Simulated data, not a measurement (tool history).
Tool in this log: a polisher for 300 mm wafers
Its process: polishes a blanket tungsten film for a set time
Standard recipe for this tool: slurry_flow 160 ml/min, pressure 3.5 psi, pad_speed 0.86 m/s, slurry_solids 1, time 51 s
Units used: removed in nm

| run | hour | slurry_flow | pressure | pad_speed | slurry_solids | time | incoming thickness of the incoming film, nm | removed |
|---|---|---|---|---|---|---|---|---|
| 1 | 0 | 160 | 3.5 | 0.86 | 1 | 51 | 1432.2 | 199.1 |
| 2 | 32.6 | 160 | 3.5 | 0.86 | 1 | 51 | 1402.9 | 202 |
| 3 | 89.3 | 160 | 3.5 | 0.86 | 1 | 51 | 1393.7 | 197.1 |
| 4 | 123.8 | 160 | 3.5 | 0.86 | 1 | 51 | 1404.3 | 196.1 |
| 5 | 185.4 | 160 | 3.5 | 0.86 | 1 | 46 | 1413.3 | 176 |
|  | 248.1 | slurry blender recalibrated |
|  | 332.8 | worn pad replaced by a new one |
| 6 | 355.5 | 160 | 3.5 | 0.86 | 1 | 51 | 1407.2 | 210.7 |
| 7 | 381.1 | 160 | 3.5 | 0.86 | 0.75 | 51 | 1416.9 | 198.1 |
|  | 442.2 | slurry tank refilled with fresh slurry and peroxide |
| 8 | 443.4 | 160 | 3.5 | 0.86 | 1 | 51 | 1427.1 | 211.2 |
| 9 | 505.1 | 160 | 3.5 | 0.86 | 1.25 | 37 | 1411 | 159.3 |
| 10 | 531.9 | 145 | 4.5 | 0.86 | 1 | 40 | 1403.8 | 206.5 |
| 11 | 564.8 | 160 | 3.5 | 1.02 | 1.1 | 51 | 1416.2 | 255.9 |
| 12 | 612.1 | 160 | 3.5 | 0.98 | 1 | 51 | 1406.1 | 241.5 |
| 13 | 677.1 | 115 | 3.5 | 0.68 | 0.75 | 39 | 1417.7 | 107.6 |
|  | 681.5 | slurry blender recalibrated |
| 14 | 726.7 | 160 | 3.5 | 0.86 | 1 | 51 | 1382.4 | 230.6 |
|  | 734.9 | worn pad replaced by a new one |
|  | 745 | slurry nozzle cleaned |
| 15 | 777.4 | 160 | 3.5 | 0.66 | 1 | 46 | 1423.9 | 155.3 |
| 16 | 822.9 | 160 | 4.2 | 0.86 | 0.85 | 59 | 1390.3 | 302.6 |
| 17 | 887.1 | 160 | 3.5 | 0.86 | 1 | 51 | 1408.8 | 226.4 |
|  | 908.2 | slurry tank refilled with fresh slurry and peroxide |
| 18 | 913.4 | 105 | 3.1 | 0.86 | 1 | 51 | 1423.9 | 186 |
| 19 | 952.4 | 115 | 3.5 | 0.86 | 1 | 65 | 1399.1 | 271.2 |
| 20 | 997 | 135 | 3.5 | 0.66 | 1.2 | 51 | 1431.3 | 173.7 |
| 21 | 1041.3 | 160 | 3.5 | 0.64 | 1 | 45 | 1404.4 | 148.3 |
| 22 | 1067.3 | 160 | 3.2 | 1.06 | 1.3 | 35 | 1406.9 | 187.7 |
|  | 1084 | head pressure recalibrated |
|  | 1129.3 | slurry blender recalibrated |
| 23 | 1138.1 | 160 | 3.5 | 0.86 | 1 | 51 | 1408.8 | 214.5 |
|  | 1196.7 | worn pad replaced by a new one |
| 24 | 1198.8 | 160 | 2.5 | 0.86 | 1 | 51 | 1417.3 | 150.1 |
| 25 | 1250.5 | 160 | 3.5 | 1 | 1 | 51 | 1419.2 | 243 |
| 26 | 1291.4 | 145 | 3.5 | 0.86 | 1 | 51 | 1400.3 | 205.3 |

Alternative continuations, all from the tool just after run 26; predict every row:
| A | 1291.8 | 105 | 3.5 | 0.86 | 1 | 51 | 1388.2 | ? |
| B | 1291.8 | 200 | 4 | 0.86 | 1 | 66 | 1388.2 | ? |
| C | 1291.8 | 195 | 3.5 | 0.86 | 1 | 51 | 1388.2 | ? |
| D | 1291.8 | 205 | 3.5 | 0.86 | 1 | 51 | 1388.2 | ? |

| run | removed |
|---|---|
| A | 193.9 |
| B | 315.6 |
| C | 212.8 |
| D | 214 |
With no hidden state in the tool, these same runs would have given:
| run | removed |
|---|---|
| A | 199.2 |
| B | 324.3 |
| C | 218.6 |
| D | 219.9 |
